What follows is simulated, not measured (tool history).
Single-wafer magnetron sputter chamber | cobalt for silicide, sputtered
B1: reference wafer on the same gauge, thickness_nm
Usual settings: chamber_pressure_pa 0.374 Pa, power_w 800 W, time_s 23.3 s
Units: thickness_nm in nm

{"run": 1, "hour": 0.0, "chamber_pressure_pa": 0.492, "power_w": 950, "time_s": 23.3, "B1": 8.061, "thickness_nm": 10.51}
{"run": 2, "hour": 43.6, "chamber_pressure_pa": 0.492, "power_w": 950, "time_s": 23.3, "B1": 8.055, "thickness_nm": 10.51}
{"run": 3, "hour": 84.8, "chamber_pressure_pa": 0.374, "power_w": 800, "time_s": 23.3, "B1": 8.059, "thickness_nm": 9.298}
{"run": 4, "hour": 139.6, "chamber_pressure_pa": 0.374, "power_w": 800, "time_s": 23.3, "B1": 8.059, "thickness_nm": 9.339}
{"run": 5, "hour": 177.2, "chamber_pressure_pa": 0.374, "power_w": 800, "time_s": 23.3, "B1": 8.055, "thickness_nm": 9.313}
{"hour": 201.7, "done": "sputter target and shields replaced"}
{"run": 6, "hour": 230.7, "chamber_pressure_pa": 0.374, "power_w": 800, "time_s": 23.3, "B1": 8.053, "thickness_nm": 9.278}
{"run": 7, "hour": 279.5, "chamber_pressure_pa": 0.374, "power_w": 800, "time_s": 23.3, "B1": 8.06, "thickness_nm": 9.26}
{"run": 8, "hour": 340.5, "chamber_pressure_pa": 0.374, "power_w": 800, "time_s": 25.3, "B1": 8.055, "thickness_nm": 10.073}
{"run": 9, "hour": 378.7, "chamber_pressure_pa": 0.374, "power_w": 800, "time_s": 25.3, "B1": 8.057, "thickness_nm": 10.072}
{"run": 10, "hour": 409.3, "chamber_pressure_pa": 0.374, "power_w": 800, "time_s": 25.3, "B1": 8.062, "thickness_nm": 10.022}
{"hour": 419.3, "done": "capacitance manometer re-zeroed and calibrated"}
{"run": 11, "hour": 453.4, "chamber_pressure_pa": 0.374, "power_w": 800, "time_s": 23.3, "B1": 8.061, "thickness_nm": 9.133}
{"run": 12, "hour": 517.4, "chamber_pressure_pa": 0.449, "power_w": 900, "time_s": 23.3, "B1": 8.061, "thickness_nm": 9.968}
{"run": 13, "hour": 587.8, "chamber_pressure_pa": 0.241, "power_w": 800, "time_s": 20.5, "B1": 8.059, "thickness_nm": 8.605}
{"hour": 625.8, "done": "sputter target and shields replaced"}
{"run": 14, "hour": 646.0, "chamber_pressure_pa": 0.523, "power_w": 950, "time_s": 20.1, "B1": 8.055, "thickness_nm": 8.678}
{"run": 15, "hour": 686.9, "chamber_pressure_pa": 0.374, "power_w": 1000, "time_s": 21.8, "B1": 8.064, "thickness_nm": 10.691}
{"run": 16, "hour": 718.6, "chamber_pressure_pa": 0.44, "power_w": 650, "time_s": 25.9, "B1": 8.06, "thickness_nm": 7.996}
{"run": 17, "hour": 759.4, "chamber_pressure_pa": 0.374, "power_w": 800, "time_s": 23.3, "B1": 8.066, "thickness_nm": 9.152}
{"hour": 809.9, "done": "capacitance manometer re-zeroed and calibrated, repeated, since the last time left the tool worse"}
{"run": 18, "hour": 830.7, "chamber_pressure_pa": 0.499, "power_w": 950, "time_s": 25.3, "B1": 8.064, "thickness_nm": 11.577}
{"run": 19, "hour": 892.5, "chamber_pressure_pa": 0.374, "power_w": 900, "time_s": 27.7, "B1": 8.06, "thickness_nm": 12.576}
{"hour": 904.1, "done": "gauge calibrated"}
{"run": 20, "hour": 961.8, "chamber_pressure_pa": 0.23, "power_w": 950, "time_s": 23.3, "B1": 8.055, "thickness_nm": 11.901}
{"run": 21, "hour": 1014.1, "chamber_pressure_pa": 0.374, "power_w": 800, "time_s": 23.3, "B1": 8.062, "thickness_nm": 9.466}
{"hour": 1033.7, "done": "sputter target and shields replaced"}
{"run": 22, "hour": 1049.6, "chamber_pressure_pa": 0.501, "power_w": 800, "time_s": 21.1, "B1": 8.063, "thickness_nm": 8.132}
{"run": 23, "hour": 1081.4, "chamber_pressure_pa": 0.464, "power_w": 650, "time_s": 26.8, "B1": 8.062, "thickness_nm": 8.506}
{"hour": 1126.6, "done": "magnet pack replaced"}
{"run": 24, "hour": 1127.1, "chamber_pressure_pa": 0.374, "power_w": 800, "time_s": 23.3, "B1": 8.058, "thickness_nm": 9.421}
{"run": 25, "hour": 1156.3, "chamber_pressure_pa": 0.374, "power_w": 800, "time_s": 23.3, "B1": 8.067, "thickness_nm": 9.421}
{"run": 26, "hour": 1193.9, "chamber_pressure_pa": 0.44, "power_w": 650, "time_s": 25.9, "B1": 8.065, "thickness_nm": 8.307}
{"run": 27, "hour": 1230.9, "chamber_pressure_pa": 0.374, "power_w": 800, "time_s": 23.3, "B1": 8.064, "thickness_nm": 9.394}
{"run": 28, "hour": 1260.1, "chamber_pressure_pa": 0.374, "power_w": 800, "time_s": 23.3, "B1": 8.059, "thickness_nm": 9.405}
{"run": 29, "hour": 1309.8, "chamber_pressure_pa": 0.374, "power_w": 650, "time_s": 23.3, "B1": 8.058, "thickness_nm": 7.653}
{"run": 30, "hour": 1345.1, "chamber_pressure_pa": 0.47, "power_w": 800, "time_s": 24.9, "B1": 8.062, "thickness_nm": 9.655}
{"run": 31, "hour": 1369.6, "chamber_pressure_pa": 0.452, "power_w": 950, "time_s": 21.9, "B1": 8.056, "thickness_nm": 10.182}
{"run": 32, "hour": 1421.5, "chamber_pressure_pa": 0.374, "power_w": 800, "time_s": 23.3, "B1": 8.055, "thickness_nm": 9.393}
{"hour": 1480.2, "done": "sputter target and shields replaced"}
{"run": 33, "hour": 1480.7, "chamber_pressure_pa": 0.249, "power_w": 950, "time_s": 26.9, "B1": 8.058, "thickness_nm": 13.565}
{"run": 34, "hour": 1525.9, "chamber_pressure_pa": 0.374, "power_w": 800, "time_s": 23.3, "B1": 8.064, "thickness_nm": 9.424}
{"run": 35, "hour": 1580.7, "chamber_pressure_pa": 0.302, "power_w": 800, "time_s": 23.3, "B1": 8.063, "thickness_nm": 9.689}

What the log doesn't show, run by run:
deposition rate above that of a new target (%): 0 in every run
gauge reads high (%): 0 in every run
H1: true argon pressure above the setpoint (%)
run=1 H1=7.47
run=2 H1=7.93
run=3 H1=8.37
run=4 H1=8.98
run=5 H1=9.41
run=6 H1=10
run=7 H1=10.6
run=8 H1=11.4
run=9 H1=11.9
run=10 H1=12.3
run=11 H1=19
run=12 H1=19
run=13 H1=19
run=14 H1=19.1
run=15 H1=19.2
run=16 H1=19.3
run=17 H1=19.4
run=18 H1=-0.64
run=19 H1=-0.616
run=20 H1=-0.557
run=21 H1=-0.489
run=22 H1=-0.432
run=23 H1=-0.373
run=24 H1=-0.275
run=25 H1=-0.204
run=26 H1=-0.104
run=27 H1=0.00471
run=28 H1=0.0974
run=29 H1=0.27
run=30 H1=0.403
run=31 H1=0.5
run=32 H1=0.722
run=33 H1=0.999
run=34 H1=1.23
run=35 H1=1.52

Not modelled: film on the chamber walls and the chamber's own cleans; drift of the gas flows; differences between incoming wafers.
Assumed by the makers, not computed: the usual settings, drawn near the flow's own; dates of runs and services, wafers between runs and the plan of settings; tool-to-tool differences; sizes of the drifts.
